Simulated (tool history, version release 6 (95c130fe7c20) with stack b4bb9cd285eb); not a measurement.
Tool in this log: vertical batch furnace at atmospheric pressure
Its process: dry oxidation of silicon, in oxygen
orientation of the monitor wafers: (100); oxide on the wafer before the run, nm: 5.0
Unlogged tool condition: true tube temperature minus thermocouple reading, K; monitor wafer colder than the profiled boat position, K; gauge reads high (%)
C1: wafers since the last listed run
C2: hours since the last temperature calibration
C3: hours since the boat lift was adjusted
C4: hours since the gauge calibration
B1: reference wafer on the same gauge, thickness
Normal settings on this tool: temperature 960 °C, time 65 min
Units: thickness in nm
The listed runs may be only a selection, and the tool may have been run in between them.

run 1 hour=0 | temperature=960 time=65 | C1=0 C2=3486.9 C3=4240.9 C4=905.4 | B1=45.81 | thickness=40.43
run 2 hour=51.9 | temperature=960 time=65 | C1=589 C2=3538.8 C3=4292.8 C4=957.3 | B1=45.87 | thickness=40.61
run 3 hour=110.5 | temperature=960 time=65 | C1=665 C2=3597.4 C3=4351.4 C4=1015.9 | B1=45.82 | thickness=40.44
run 4 hour=144.9 | temperature=960 time=65 | C1=390 C2=3631.8 C3=4385.8 C4=1050.3 | B1=45.91 | thickness=40.32
run 5 hour=194.3 | temperature=960 time=65 | C1=560 C2=3681.2 C3=4435.2 C4=1099.7 | B1=45.81 | thickness=40.66
run 6 hour=240.8 | temperature=971 time=65 | C1=527 C2=3727.7 C3=4481.7 C4=1146.2 | B1=45.97 | thickness=43.66
run 7 hour=428.8 | temperature=960 time=65 | C1=2134 C2=3915.7 C3=4669.7 C4=1334.2 | B1=45.87 | thickness=40.78
run 8 hour=474.6 | temperature=960 time=65 | C1=519 C2=3961.5 C3=4715.5 C4=1380 | B1=45.9 | thickness=40.53
run 9 hour=500.8 | temperature=960 time=65 | C1=297 C2=3987.7 C3=4741.7 C4=1406.2 | B1=45.78 | thickness=40.72
run 10 hour=548.2 | temperature=960 time=65 | C1=538 C2=4035.1 C3=4789.1 C4=1453.6 | B1=45.86 | thickness=41
run 11 hour=587 | temperature=953 time=65 | C1=440 C2=4073.9 C3=4827.9 C4=1492.4 | B1=45.87 | thickness=38.41
run 12 hour=658.1 | temperature=953 time=65 | C1=807 C2=4145 C3=4899 C4=1563.5 | B1=45.94 | thickness=38.16
run 13 hour=690.9 | temperature=960 time=65 | C1=372 C2=4177.8 C3=4931.8 C4=1596.3 | B1=45.85 | thickness=40.32
run 14 hour=718.2 | temperature=960 time=65 | C1=309 C2=4205.1 C3=4959.1 C4=1623.6 | B1=45.86 | thickness=40.92
run 15 hour=787.2 | temperature=960 time=65 | C1=783 C2=4274.1 C3=5028.1 C4=1692.6 | B1=45.75 | thickness=40.62
run 16 hour=825.6 | temperature=960 time=65 | C1=435 C2=4312.5 C3=5066.5 C4=1731 | B1=45.92 | thickness=40.68
run 17 hour=889.4 | temperature=960 time=65 | C1=724 C2=4376.3 C3=5130.3 C4=1794.8 | B1=45.84 | thickness=40.56
-- hour=960 thermocouples replaced and temperature profile calibrated
run 18 hour=960.5 | temperature=960 time=44.5 | C1=534 C2=0.5 C3=5201.4 C4=1865.9 | B1=46 | thickness=32.94
run 19 hour=1010.1 | temperature=960 time=65 | C1=563 C2=50.1 C3=5251 C4=1915.5 | B1=45.87 | thickness=41.44
run 20 hour=1045.3 | temperature=960 time=65 | C1=399 C2=85.3 C3=5286.2 C4=1950.7 | B1=45.91 | thickness=41.6
run 21 hour=1248.4 | temperature=947 time=36.5 | C1=2305 C2=288.4 C3=5489.3 C4=2153.8 | B1=45.93 | thickness=26.46
run 22 hour=1275.6 | temperature=952 time=51.5 | C1=308 C2=315.6 C3=5516.5 C4=2181 | B1=45.85 | thickness=33.93
-- hour=1345.6 thermocouples replaced and temperature profile calibrated, repeated, since the last time left the tool worse
run 23 hour=1346.1 | temperature=953 time=48 | C1=527 C2=0.5 C3=5587 C4=2251.5 | B1=45.89 | thickness=30.82
run 24 hour=1379.3 | temperature=960 time=79 | C1=376 C2=33.7 C3=5620.2 C4=2284.7 | B1=45.97 | thickness=45.22
run 25 hour=1448.3 | temperature=960 time=65 | C1=783 C2=102.7 C3=5689.2 C4=2353.7 | B1=46.02 | thickness=39.74
run 26 hour=1506.3 | temperature=960 time=65 | C1=658 C2=160.7 C3=5747.2 C4=2411.7 | B1=45.9 | thickness=39.69
run 27 hour=1551.9 | temperature=970 time=65 | C1=517 C2=206.3 C3=5792.8 C4=2457.3 | B1=45.89 | thickness=42.77
-- hour=1569.8 gauge calibrated
run 28 hour=1579.9 | temperature=935 time=65 | C1=317 C2=234.3 C3=5820.8 C4=10.1 | B1=45.98 | thickness=31.22
run 29 hour=1610.1 | temperature=970 time=48 | C1=342 C2=264.5 C3=5851 C4=40.3 | B1=45.92 | thickness=35.36
run 30 hour=1681 | temperature=960 time=65 | C1=804 C2=335.4 C3=5921.9 C4=111.2 | B1=45.94 | thickness=39.41
-- hour=1809.5 boat lift adjusted
run 31 hour=1834.6 | temperature=960 time=65 | C1=1471 C2=489 C3=25.1 C4=264.8 | B1=45.84 | thickness=40.16
run 32 hour=1897 | temperature=972 time=82.5 | C1=708 C2=551.4 C3=87.5 C4=327.2 | B1=45.89 | thickness=50.8
run 33 hour=1957.1 | temperature=975 time=86 | C1=682 C2=611.5 C3=147.6 C4=387.3 | B1=45.92 | thickness=53.11
run 34 hour=1988 | temperature=960 time=65 | C1=350 C2=642.4 C3=178.5 C4=418.2 | B1=45.91 | thickness=39.6
run 35 hour=2018.9 | temperature=938 time=37.5 | C1=350 C2=673.3 C3=209.4 C4=449.1 | B1=46.02 | thickness=23.12
run 36 hour=2227.4 | temperature=971 time=65 | C1=2367 C2=881.8 C3=417.9 C4=657.6 | B1=45.97 | thickness=42.81
run 37 hour=2282.6 | temperature=960 time=65 | C1=626 C2=937 C3=473.1 C4=712.8 | B1=45.9 | thickness=39.83
run 38 hour=2316.7 | temperature=948 time=94 | C1=387 C2=971.1 C3=507.2 C4=746.9 | B1=45.94 | thickness=45.27
run 39 hour=2345.6 | temperature=950 time=93 | C1=328 C2=1000 C3=536.1 C4=775.8 | B1=45.93 | thickness=46.21

For each entry between runs, how does the tool's hidden state at the last listed run before it compare with that at the first listed run after it?
Runs 17 to 18: thermocouples replaced and temperature profile calibrated (hour 960)
  true tube temperature minus thermocouple reading, K: 3.35 -> 6.23
  measured less the result without the state, thickness: +1.06 -> +1.52 nm
Runs 22 to 23: thermocouples replaced and temperature profile calibrated, repeated, since the last time left the tool worse (hour 1345.6)
  true tube temperature minus thermocouple reading, K: 6.45 -> 0.00771
  measured less the result without the state, thickness: +1.96 -> +0 nm
Runs 27 to 28: gauge calibrated (hour 1569.8)
  true tube temperature minus thermocouple reading, K: 0.155 -> 0.175
  measured less the result without the state, thickness: +0.04 -> +0.05 nm
Runs 30 to 31: boat lift adjusted (hour 1809.5)
  true tube temperature minus thermocouple reading, K: 0.247 -> 0.357
  measured less the result without the state, thickness: +0.08 -> +0.11 nm
